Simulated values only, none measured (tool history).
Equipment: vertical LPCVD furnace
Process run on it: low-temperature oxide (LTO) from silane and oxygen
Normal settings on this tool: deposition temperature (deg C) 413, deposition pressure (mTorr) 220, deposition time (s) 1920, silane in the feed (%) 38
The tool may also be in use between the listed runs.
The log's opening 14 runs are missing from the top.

| run | hour | deposition temperature (deg C) | deposition pressure (mTorr) | deposition time (s) | silane in the feed (%) | wafers since the last listed run | hours since the last temperature calibration | hours since the pressure gauge was zeroed | hours since the silane flow controller was replaced | hours since the gauge calibration | read-back reference wafer on the same gauge, thickness | film thickness on the monitor wafer in the middle of the boat (Å) |
|---|---|---|---|---|---|---|---|---|---|---|---|---|
| 15 | 209.3 | 422 | 220 | 2670 | 45 | 153 | 23.4 | 142.5 | 4511.1 | 563.6 | 294.99 | 6450.0 |
| 16 | 220.2 | 413 | 220 | 1230 | 38 | 95 | 34.3 | 153.4 | 4522.0 | 574.5 | 294.98 | 2261.4 |
|  | 247.8 | gauge calibrated |
|  | 260.5 | silane flow controller replaced |
| 17 | 261.0 | 419 | 250 | 1230 | 38 | 147 | 75.1 | 194.2 | 0.5 | 13.2 | 295.05 | 2726.3 |
| 18 | 265.5 | 413 | 220 | 1920 | 38 | 39 | 79.6 | 198.7 | 5.0 | 17.7 | 294.90 | 3519.0 |
| 19 | 270.0 | 423 | 220 | 1920 | 38 | 39 | 84.1 | 203.2 | 9.5 | 22.2 | 294.95 | 3921.1 |
| 20 | 276.6 | 413 | 220 | 1920 | 38 | 58 | 90.7 | 209.8 | 16.1 | 28.8 | 295.12 | 3512.1 |
| 21 | 289.3 | 413 | 220 | 1920 | 38 | 111 | 103.4 | 222.5 | 28.8 | 41.5 | 295.07 | 3525.4 |
| 22 | 300.9 | 413 | 220 | 1920 | 38 | 102 | 115.0 | 234.1 | 40.4 | 53.1 | 295.06 | 3515.0 |
| 23 | 311.0 | 410 | 185 | 1920 | 38 | 88 | 125.1 | 244.2 | 50.5 | 63.2 | 295.08 | 2870.3 |
| 24 | 320.3 | 407 | 220 | 2430 | 38 | 81 | 134.4 | 253.5 | 59.8 | 72.5 | 295.01 | 4183.0 |
| 25 | 326.6 | 413 | 220 | 1920 | 38 | 55 | 140.7 | 259.8 | 66.1 | 78.8 | 294.93 | 3521.9 |
| 26 | 344.5 | 413 | 200 | 1920 | 35 | 157 | 158.6 | 277.7 | 84.0 | 96.7 | 295.02 | 2888.8 |
| 27 | 358.8 | 413 | 220 | 1230 | 38 | 125 | 172.9 | 292.0 | 98.3 | 111.0 | 295.01 | 2260.4 |
| 28 | 377.7 | 413 | 220 | 1920 | 38 | 166 | 191.8 | 310.9 | 117.2 | 129.9 | 295.00 | 3517.1 |
| 29 | 387.4 | 419 | 185 | 2430 | 32 | 85 | 201.5 | 320.6 | 126.9 | 139.6 | 295.12 | 3213.8 |
| 30 | 408.3 | 413 | 260 | 1920 | 41 | 183 | 222.4 | 341.5 | 147.8 | 160.5 | 294.90 | 4549.6 |
| 31 | 426.1 | 402 | 220 | 2430 | 45 | 156 | 240.2 | 359.3 | 165.6 | 178.3 | 294.88 | 4799.4 |

Alternative continuations, all from the tool just after run 31; predict every row:
| A | 430.7 | 413 | 220 | 1920 | 38 | 40 | 244.8 | 363.9 | 170.2 | 182.9 | ? | ? |
| B | 430.7 | 413 | 220 | 1920 | 42 | 40 | 244.8 | 363.9 | 170.2 | 182.9 | ? | ? |
| C | 430.7 | 413 | 240 | 1920 | 45 | 40 | 244.8 | 363.9 | 170.2 | 182.9 | ? | ? |
| D | 430.7 | 422 | 220 | 1920 | 40 | 40 | 244.8 | 363.9 | 170.2 | 182.9 | ? | ? |

| run | read-back reference wafer on the same gauge, thickness | film thickness on the monitor wafer in the middle of the boat (Å) |
|---|---|---|
| A | 295.02 | 3531.4 |
| B | 295.02 | 3960.3 |
| C | 295.02 | 4636.8 |
| D | 295.02 | 4114.8 |
Stripped of hidden state, with their random variation kept, the same runs would have yielded:
| run | film thickness on the monitor wafer in the middle of the boat (Å) |
|---|---|
| A | 3505.4 |
| B | 3931.8 |
| C | 4604.8 |
| D | 4085.5 |

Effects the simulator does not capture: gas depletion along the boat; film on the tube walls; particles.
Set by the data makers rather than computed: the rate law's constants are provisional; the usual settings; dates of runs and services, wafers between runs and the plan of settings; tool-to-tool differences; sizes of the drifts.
